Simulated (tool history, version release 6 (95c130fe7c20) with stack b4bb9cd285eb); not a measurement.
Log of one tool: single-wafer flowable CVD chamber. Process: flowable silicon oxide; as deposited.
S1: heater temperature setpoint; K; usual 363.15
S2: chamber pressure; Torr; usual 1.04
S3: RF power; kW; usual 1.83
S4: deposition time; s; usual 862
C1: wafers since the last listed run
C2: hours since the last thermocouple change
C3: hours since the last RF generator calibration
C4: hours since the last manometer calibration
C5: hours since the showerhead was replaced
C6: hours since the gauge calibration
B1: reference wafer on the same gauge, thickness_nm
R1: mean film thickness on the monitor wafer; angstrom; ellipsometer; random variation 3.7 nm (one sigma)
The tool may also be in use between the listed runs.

| run | hour | S1 | S2 | S3 | S4 | C1 | C2 | C3 | C4 | C5 | C6 | B1 | R1 |
|---|---|---|---|---|---|---|---|---|---|---|---|---|---|
| 1 | 0 | 367.15 | 1.04 | 1.83 | 862 | 0 | 1381.4 | 651.9 | 2286.6 | 7430.3 | 34.7 | 815.352 | 8242.98 |
| 2 | 32 | 363.15 | 1.04 | 1.83 | 862 | 54 | 1413.4 | 683.9 | 2318.6 | 7462.3 | 66.7 | 814.76 | 9509.42 |
| 3 | 63.2 | 363.15 | 1.1 | 1.83 | 862 | 53 | 1444.6 | 715.1 | 2349.8 | 7493.5 | 97.9 | 815.648 | 9829.23 |
| 4 | 93.6 | 363.15 | 1.1 | 1.83 | 862 | 51 | 1475 | 745.5 | 2380.2 | 7523.9 | 128.3 | 814.297 | 9809.9 |
| 5 | 128.1 | 368.15 | 1.04 | 1.83 | 862 | 58 | 1509.5 | 780 | 2414.7 | 7558.4 | 162.8 | 814.588 | 7883.74 |
| 6 | 154.6 | 368.15 | 1.04 | 1.83 | 862 | 45 | 1536 | 806.5 | 2441.2 | 7584.9 | 189.3 | 816.187 | 7931.81 |
| 7 | 185 | 368.15 | 1.04 | 1.83 | 862 | 51 | 1566.4 | 836.9 | 2471.6 | 7615.3 | 219.7 | 814.46 | 7859.9 |
| 8 | 218.6 | 363.15 | 1.04 | 1.83 | 862 | 57 | 1600 | 870.5 | 2505.2 | 7648.9 | 253.3 | 814.486 | 9455.8 |
| 9 | 262.7 | 363.15 | 1.04 | 1.83 | 862 | 75 | 1644.1 | 914.6 | 2549.3 | 7693 | 297.4 | 814.684 | 9443.79 |
| 10 | 278.2 | 363.15 | 1.04 | 1.83 | 862 | 26 | 1659.6 | 930.1 | 2564.8 | 7708.5 | 312.9 | 815.238 | 9402.51 |
| 11 | 309.8 | 352.15 | 1.04 | 1.83 | 862 | 53 | 1691.2 | 961.7 | 2596.4 | 7740.1 | 344.5 | 814.086 | 13280.49 |
| 12 | 326.4 | 363.15 | 1.04 | 1.83 | 862 | 28 | 1707.8 | 978.3 | 2613 | 7756.7 | 361.1 | 814.845 | 9429.89 |
| 13 | 347.6 | 363.15 | 1.04 | 1.83 | 862 | 36 | 1729 | 999.5 | 2634.2 | 7777.9 | 382.3 | 814.681 | 9457.96 |
|  | 357.6 | showerhead replaced |
| 14 | 360.7 | 363.15 | 1.04 | 1.83 | 862 | 8 | 1742.1 | 1012.6 | 2647.3 | 3.1 | 395.4 | 814.946 | 9360.48 |
|  | 381.4 | capacitance manometer re-zeroed and calibrated |
| 15 | 382.4 | 369.15 | 1.29 | 1.585 | 700 | 23 | 1763.8 | 1034.3 | 1 | 24.8 | 417.1 | 815.582 | 6947.51 |
| 16 | 403.3 | 352.15 | 1.13 | 1.83 | 1018 | 35 | 1784.7 | 1055.2 | 21.9 | 45.7 | 438 | 815.186 | 16481.24 |
| 17 | 423 | 363.15 | 1.04 | 1.83 | 862 | 33 | 1804.4 | 1074.9 | 41.6 | 65.4 | 457.7 | 813.492 | 9464.94 |
| 18 | 438.4 | 363.15 | 1.13 | 1.655 | 1029 | 26 | 1819.8 | 1090.3 | 57 | 80.8 | 473.1 | 815.142 | 11655.64 |
| 19 | 461.1 | 363.15 | 1.04 | 2.07 | 862 | 38 | 1842.5 | 1113 | 79.7 | 103.5 | 495.8 | 814.625 | 9716.34 |
|  | 469.9 | gauge calibrated |
|  | 483 | thermocouple changed; heater temperature recalibrated |
| 20 | 488.3 | 363.15 | 1.04 | 1.83 | 862 | 32 | 5.3 | 1140.2 | 106.9 | 130.7 | 18.4 | 814.747 | 9432.07 |
| 21 | 517.2 | 363.15 | 1.1 | 1.83 | 862 | 49 | 34.2 | 1169.1 | 135.8 | 159.6 | 47.3 | 814.631 | 9778.54 |
|  | 535.3 | RF generator calibrated |
| 22 | 535.8 | 363.15 | 1.04 | 1.83 | 862 | 18 | 52.8 | 0.5 | 154.4 | 178.2 | 65.9 | 814.362 | 9427.54 |
| 23 | 554.3 | 350.15 | 0.82 | 1.595 | 763 | 31 | 71.3 | 19 | 172.9 | 196.7 | 84.4 | 814.25 | 10011.68 |
| 24 | 580.3 | 370.15 | 0.82 | 1.83 | 748 | 44 | 97.3 | 45 | 198.9 | 222.7 | 110.4 | 815.371 | 5390.94 |
| 25 | 608.8 | 363.15 | 1.04 | 1.83 | 862 | 48 | 125.8 | 73.5 | 227.4 | 251.2 | 138.9 | 814.11 | 9376.03 |
| 26 | 640.9 | 363.15 | 1.04 | 1.83 | 735 | 54 | 157.9 | 105.6 | 259.5 | 283.3 | 171 | 815.357 | 8032.52 |
| 27 | 663.3 | 373.15 | 0.83 | 1.565 | 704 | 38 | 180.3 | 128 | 281.9 | 305.7 | 193.4 | 814.73 | 4440.19 |
| 28 | 677.5 | 348.15 | 1.19 | 1.83 | 862 | 24 | 194.5 | 142.2 | 296.1 | 319.9 | 207.6 | 815.155 | 16364.82 |
| 29 | 701.1 | 363.15 | 1.04 | 1.83 | 922 | 40 | 218.1 | 165.8 | 319.7 | 343.5 | 231.2 | 816.366 | 10079.02 |

How the hidden state differs across the entries between the runs, from the last listed run before each to the first after it:
Between runs 13 and 14: showerhead replaced (hour 357.6)
  no hidden state differs between the two runs
Between runs 14 and 15: capacitance manometer re-zeroed and calibrated (hour 381.4)
  no hidden state differs between the two runs
Between runs 19 and 20: gauge calibrated (hour 469.9); thermocouple changed; heater temperature recalibrated (hour 483)
  no hidden state differs between the two runs
Between runs 21 and 22: RF generator calibrated (hour 535.3)
  no hidden state differs between the two runs
